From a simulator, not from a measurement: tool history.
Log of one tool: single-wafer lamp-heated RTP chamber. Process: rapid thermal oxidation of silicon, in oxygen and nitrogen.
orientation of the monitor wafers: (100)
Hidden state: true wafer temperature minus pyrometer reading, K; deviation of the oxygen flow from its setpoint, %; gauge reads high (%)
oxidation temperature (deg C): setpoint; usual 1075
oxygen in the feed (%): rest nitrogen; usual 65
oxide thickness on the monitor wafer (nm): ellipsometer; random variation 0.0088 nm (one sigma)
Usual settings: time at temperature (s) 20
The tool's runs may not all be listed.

run,hour,oxidation temperature (deg C),time at temperature (s),oxygen in the feed (%),wafers since the last listed run,wafers since the last pyrometer calibration,hours since the oxygen flow controller was replaced,hours since the gauge calibration,"read-back reference wafer on the same gauge, thickness",oxide thickness on the monitor wafer (nm)
1,0.0,1082,20,65,0,6441,4003.2,1292.9,6.629,6.158
2,46.9,1082,20,65,299,6741,4050.1,1339.8,6.630,6.155
3,91.7,1082,20,65,286,7027,4094.9,1384.6,6.631,6.161
4,135.7,1075,20,65,281,7309,4138.9,1428.6,6.632,5.895
# hour 228.3: pyrometer window cleaned and pyrometer calibrated
5,234.2,1075,20,65,578,37,4237.4,1527.1,6.632,5.812
# hour 247.6: gauge calibrated
6,332.6,1075,20,65,628,666,4335.8,85.0,6.632,5.798
7,374.4,1075,20,65,267,933,4377.6,126.8,6.631,5.816
8,481.7,1075,20,65,685,1619,4484.9,234.1,6.632,5.818
9,567.5,1075,20,65,548,2167,4570.7,319.9,6.632,5.814
10,653.3,1075,20,87,548,2715,4656.5,405.7,6.629,6.489
11,737.7,1075,20,87,539,3255,4740.9,490.1,6.629,6.486
12,825.5,1075,20,87,561,3816,4828.7,577.9,6.630,6.475
13,906.2,1095,20,65,515,4331,4909.4,658.6,6.628,6.631
14,959.1,1095,20,65,338,4669,4962.3,711.5,6.630,6.635
15,1061.7,1075,13,65,655,5325,5064.9,814.1,6.632,4.932
16,1138.7,1075,17,65,492,5817,5141.9,891.1,6.633,5.481
17,1232.9,1075,17,65,601,6419,5236.1,985.3,6.630,5.470
18,1285.3,1092,23,54,334,6754,5288.5,1037.7,6.628,6.440
19,1334.8,1075,24,65,316,7070,5338.0,1087.2,6.629,6.309
# hour 1357.9: oxygen flow controller replaced
20,1390.2,1075,20,65,302,7373,32.3,1142.6,6.629,5.928
# hour 1435.8: pyrometer window cleaned and pyrometer calibrated
21,1455.4,1075,20,65,365,124,97.5,1207.8,6.630,5.871
22,1523.1,1064,11,65,432,557,165.2,1275.5,6.634,4.346
23,1589.2,1096,20,65,422,979,231.3,1341.6,6.630,6.723
24,1688.3,1054,29,65,633,1613,330.4,1440.7,6.628,5.967

Forecast run 25:
25,1749.9,1056,25,76,393,2006,392.0,1502.3,?,?

{"run 25": {"read-back reference wafer on the same gauge, thickness": 6.632, "oxide thickness on the monitor wafer (nm)": 6.008}}
Without the tool's hidden state the same run would have given oxide thickness on the monitor wafer (nm) 6.004.
